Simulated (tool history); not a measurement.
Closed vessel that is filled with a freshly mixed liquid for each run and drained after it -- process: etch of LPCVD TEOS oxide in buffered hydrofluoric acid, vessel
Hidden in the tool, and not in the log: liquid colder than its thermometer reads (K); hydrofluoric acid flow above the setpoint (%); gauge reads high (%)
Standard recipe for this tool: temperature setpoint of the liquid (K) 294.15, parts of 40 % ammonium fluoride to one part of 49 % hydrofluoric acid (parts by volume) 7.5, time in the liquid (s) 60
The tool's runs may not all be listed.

run   hour  temperature setpoint of the liquid (K)  parts of 40 % ammonium fluoride to one part of 49 % hydrofluoric acid (parts by volume)  time in the liquid (s)  wafers since the last listed run  hours since the thermometer was replaced  hours since the hydrofluoric acid flow meter was replaced  hours since the gauge calibration  read-back film thickness of the LPCVD TEOS oxide reference wafer, read on the same gauge (nm)  thickness taken off the LPCVD TEOS oxide on a monitor wafer (angstrom)
  1      0                                  294.15                                                                                      7.5                      60                                 0                                    2043.3                                                      979.5                              231.4                                                                                          79.98                                                                  3229.9
       9.3  -- gauge calibrated
  2   82.1                                  298.15                                                                                      7.5                      60                              5649                                    2125.4                                                     1061.6                               72.8                                                                                             80                                                                  4011.3
  3  103.6                                  298.15                                                                                      7.5                      60                              1479                                    2146.9                                                     1083.1                               94.3                                                                                          80.02                                                                  3997.8
  4  125.4                                  294.15                                                                                      6.5                      60                              1500                                    2168.7                                                     1104.9                              116.1                                                                                          79.98                                                                  3618.9
  5  158.6                                  294.15                                                                                      7.5                      60                              2284                                    2201.9                                                     1138.1                              149.3                                                                                          80.01                                                                    3195
  6  248.6                                  294.15                                                                                      7.5                      60                              6193                                    2291.9                                                     1228.1                              239.3                                                                                          79.99                                                                  3196.4
     266.1  -- hydrofluoric acid flow meter replaced
     269.4  -- gauge calibrated
  7  276.3                                  294.15                                                                                      7.5                      60                              1837                                    2319.6                                                       10.2                                6.9                                                                                          80.02                                                                  3147.7
  8  300.7                                  294.15                                                                                        5                      60                              1679                                      2344                                                       34.6                               31.3                                                                                          80.01                                                                  4523.6
     308.8  -- thermometer replaced
  9  332.6                                  291.65                                                                                        6                      30                              2126                                      23.8                                                       66.5                               63.2                                                                                          80.01                                                                  1572.7
 10    361                                  292.15                                                                                      7.5                      30                              1954                                      52.2                                                       94.9                               91.6                                                                                          80.01                                                                  1304.1
 11  391.4                                  290.15                                                                                      7.5                      90                              2092                                      82.6                                                      125.3                                122                                                                                          79.99                                                                  3554.7
       420  -- thermometer replaced, repeated, since the last time left the tool worse
 12  422.9                                  298.65                                                                                      8.5                      35                              2098                                       2.9                                                      156.8                              153.5                                                                                          79.99                                                                    2295
 13  453.3                                  294.15                                                                                      7.5                      60                              2092                                      33.3                                                      187.2                              183.9                                                                                             80                                                                  3581.7
 14  465.5                                  294.15                                                                                      7.5                      60                               839                                      45.5                                                      199.4                              196.1                                                                                          79.99                                                                  3552.3

Forecast each of these 5 alternatives for the next run:
  A  466.2                                  294.15                                                                                      7.5                      60                                48                                      46.2                                                      200.1                              196.8                                                                                              ?                                                                       ?
  B  466.2                                  298.65                                                                                      7.5                      60                                48                                      46.2                                                      200.1                              196.8                                                                                              ?                                                                       ?
  C  466.2                                  291.15                                                                                      7.5                      80                                48                                      46.2                                                      200.1                              196.8                                                                                              ?                                                                       ?
  D  466.2                                  290.15                                                                                     10.5                      50                                48                                      46.2                                                      200.1                              196.8                                                                                              ?                                                                       ?
  E  466.2                                  296.15                                                                                       10                      75                                48                                      46.2                                                      200.1                              196.8                                                                                              ?                                                                       ?

run  read-back film thickness of the LPCVD TEOS oxide reference wafer, read on the same gauge (nm)  thickness taken off the LPCVD TEOS oxide on a monitor wafer (angstrom)
  A                                                                                          80.01                                                                  3548.1
  B                                                                                          80.01                                                                  4539.7
  C                                                                                          80.01                                                                  3997.2
  D                                                                                          80.01                                                                    1728
  E                                                                                          80.01                                                                  3804.2
Without the tool's hidden state the same runs would have given:
run  thickness taken off the LPCVD TEOS oxide on a monitor wafer (angstrom)
  A                                                                  3567.8
  B                                                                  4564.3
  C                                                                    4020
  D                                                                  1737.9
  E                                                                  3825.2
